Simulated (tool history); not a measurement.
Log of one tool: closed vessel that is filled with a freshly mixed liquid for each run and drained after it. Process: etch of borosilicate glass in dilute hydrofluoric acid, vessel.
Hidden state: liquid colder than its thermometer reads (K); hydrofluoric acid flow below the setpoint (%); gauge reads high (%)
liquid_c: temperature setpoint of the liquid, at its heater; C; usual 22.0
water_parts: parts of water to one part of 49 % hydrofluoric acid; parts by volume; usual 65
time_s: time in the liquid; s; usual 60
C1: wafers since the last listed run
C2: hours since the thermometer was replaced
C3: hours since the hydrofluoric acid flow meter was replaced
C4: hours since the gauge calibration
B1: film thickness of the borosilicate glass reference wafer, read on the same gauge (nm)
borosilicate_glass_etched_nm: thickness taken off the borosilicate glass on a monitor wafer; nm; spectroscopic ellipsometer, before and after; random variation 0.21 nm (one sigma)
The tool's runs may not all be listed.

Run 1, hour 0.0: usual settings; C1 0; C2 1715.0; C3 1068.2; C4 349.1; B1 39.81. Result: borosilicate_glass_etched_nm 38.98 nm.
Run 2, hour 53.8: usual settings; C1 6730; C2 1768.8; C3 1122.0; C4 402.9; B1 39.79. Result: borosilicate_glass_etched_nm 38.71 nm.
Run 3, hour 117.3: usual settings; C1 7943; C2 1832.3; C3 1185.5; C4 466.4; B1 39.70. Result: borosilicate_glass_etched_nm 38.99 nm.
Run 4, hour 154.4: usual settings but liquid_c 26.0 C, water_parts 75 parts by volume; C1 4641; C2 1869.4; C3 1222.6; C4 503.5; B1 39.63. Result: borosilicate_glass_etched_nm 38.70 nm.
Run 5, hour 277.3: usual settings but time_s 50 s; C1 15374; C2 1992.3; C3 1345.5; C4 626.4; B1 39.45. Result: borosilicate_glass_etched_nm 31.77 nm.
Run 6, hour 347.7: usual settings but time_s 50 s; C1 8806; C2 2062.7; C3 1415.9; C4 696.8; B1 39.29. Result: borosilicate_glass_etched_nm 31.57 nm.
Run 7, hour 393.1: usual settings but time_s 50 s; C1 5679; C2 2108.1; C3 1461.3; C4 742.2; B1 39.23. Result: borosilicate_glass_etched_nm 31.94 nm.
Run 8, hour 479.4: usual settings but water_parts 50 parts by volume; C1 10795; C2 2194.4; C3 1547.6; C4 828.5; B1 39.02. Result: borosilicate_glass_etched_nm 49.71 nm.
Run 9, hour 574.2: usual settings; C1 11859; C2 2289.2; C3 1642.4; C4 923.3; B1 38.81. Result: borosilicate_glass_etched_nm 37.40 nm.
Run 10, hour 660.6: usual settings; C1 10808; C2 2375.6; C3 1728.8; C4 1009.7; B1 38.58. Result: borosilicate_glass_etched_nm 37.56 nm.
At hour 675.3: gauge calibrated.
At hour 790.2: hydrofluoric acid flow meter replaced.
Run 11, hour 790.8: usual settings; C1 16162; C2 2505.8; C3 0.6; C4 115.5; B1 40.18. Result: borosilicate_glass_etched_nm 39.32 nm.
Run 12, hour 834.1: usual settings; C1 5416; C2 2549.1; C3 43.9; C4 158.8; B1 40.12. Result: borosilicate_glass_etched_nm 38.98 nm.
Run 13, hour 901.2: usual settings; C1 8393; C2 2616.2; C3 111.0; C4 225.9; B1 40.07. Result: borosilicate_glass_etched_nm 39.06 nm.
At hour 922.2: thermometer replaced.
Run 14, hour 983.2: usual settings; C1 10132; C2 61.0; C3 193.0; C4 307.9; B1 40.04. Result: borosilicate_glass_etched_nm 39.12 nm.
Run 15, hour 1021.6: usual settings but liquid_c 27.0 C, water_parts 90 parts by volume, time_s 50 s; C1 4803; C2 99.4; C3 231.4; C4 346.3; B1 40.00. Result: borosilicate_glass_etched_nm 27.69 nm.
Run 16, hour 1060.5: usual settings but liquid_c 26.0 C, water_parts 40 parts by volume; C1 4866; C2 138.3; C3 270.3; C4 385.2; B1 39.95. Result: borosilicate_glass_etched_nm 76.89 nm.
Run 17, hour 1127.7: usual settings but liquid_c 26.0 C, water_parts 40 parts by volume; C1 8406; C2 205.5; C3 337.5; C4 452.4; B1 39.89. Result: borosilicate_glass_etched_nm 77.82 nm.
Run 18, hour 1226.4: usual settings but water_parts 90 parts by volume, time_s 30 s; C1 12346; C2 304.2; C3 436.2; C4 551.1; B1 39.76. Result: borosilicate_glass_etched_nm 13.49 nm.
Run 19, hour 1330.2: usual settings; C1 12984; C2 408.0; C3 540.0; C4 654.9; B1 39.59. Result: borosilicate_glass_etched_nm 38.35 nm.
Run 20, hour 1382.4: usual settings but water_parts 80 parts by volume, time_s 50 s; C1 6529; C2 460.2; C3 592.2; C4 707.1; B1 39.47. Result: borosilicate_glass_etched_nm 25.70 nm.
Run 21, hour 1457.6: usual settings but water_parts 90 parts by volume, time_s 30 s; C1 9407; C2 535.4; C3 667.4; C4 782.3; B1 39.31. Result: borosilicate_glass_etched_nm 13.46 nm.
Run 22, hour 1530.1: usual settings but time_s 75 s; C1 9069; C2 607.9; C3 739.9; C4 854.8; B1 39.15. Result: borosilicate_glass_etched_nm 47.74 nm.
Run 23, hour 1577.9: usual settings but water_parts 80 parts by volume, time_s 50 s; C1 5979; C2 655.7; C3 787.7; C4 902.6; B1 39.02. Result: borosilicate_glass_etched_nm 25.35 nm.
Run 24, hour 1639.5: usual settings; C1 7705; C2 717.3; C3 849.3; C4 964.2; B1 38.86. Result: borosilicate_glass_etched_nm 37.88 nm.
Run 25, hour 1735.8: usual settings but liquid_c 18.0 C; C1 12046; C2 813.6; C3 945.6; C4 1060.5; B1 38.63. Result: borosilicate_glass_etched_nm 31.67 nm.
Run 26, hour 1803.9: usual settings but liquid_c 19.0 C, time_s 70 s; C1 8519; C2 881.7; C3 1013.7; C4 1128.6; B1 38.39. Result: borosilicate_glass_etched_nm 38.88 nm.
At hour 1831.1: gauge calibrated.
Run 27, hour 1862.1: usual settings but water_parts 95 parts by volume, time_s 80 s; C1 7280; C2 939.9; C3 1071.9; C4 31.0; B1 40.34. Result: borosilicate_glass_etched_nm 34.65 nm.
Run 28, hour 1950.2: usual settings but liquid_c 26.5 C; C1 11020; C2 1028.0; C3 1160.0; C4 119.1; B1 40.34. Result: borosilicate_glass_etched_nm 46.88 nm.

Forecast each of these 4 alternatives for the next run:
Run A, hour 1950.9: usual settings but water_parts 85 parts by volume; C1 87; C2 1028.7; C3 1160.7; C4 119.8; B1 ?. Result: borosilicate_glass_etched_nm ?.
Run B, hour 1950.9: usual settings but time_s 30 s; C1 87; C2 1028.7; C3 1160.7; C4 119.8; B1 ?. Result: borosilicate_glass_etched_nm ?.
Run C, hour 1950.9: usual settings but water_parts 80 parts by volume, time_s 75 s; C1 87; C2 1028.7; C3 1160.7; C4 119.8; B1 ?. Result: borosilicate_glass_etched_nm ?.
Run D, hour 1950.9: usual settings but liquid_c 23.5 C; C1 87; C2 1028.7; C3 1160.7; C4 119.8; B1 ?. Result: borosilicate_glass_etched_nm ?.

run     B1  borosilicate_glass_etched_nm
  A  40.35                         29.02
  B  40.35                         19.45
  C  40.35                         38.78
  D  40.35                         41.36
Without the tool's hidden state the same runs would have given:
run  borosilicate_glass_etched_nm
  A                         28.79
  B                         19.29
  C                         38.47
  D                         41.03
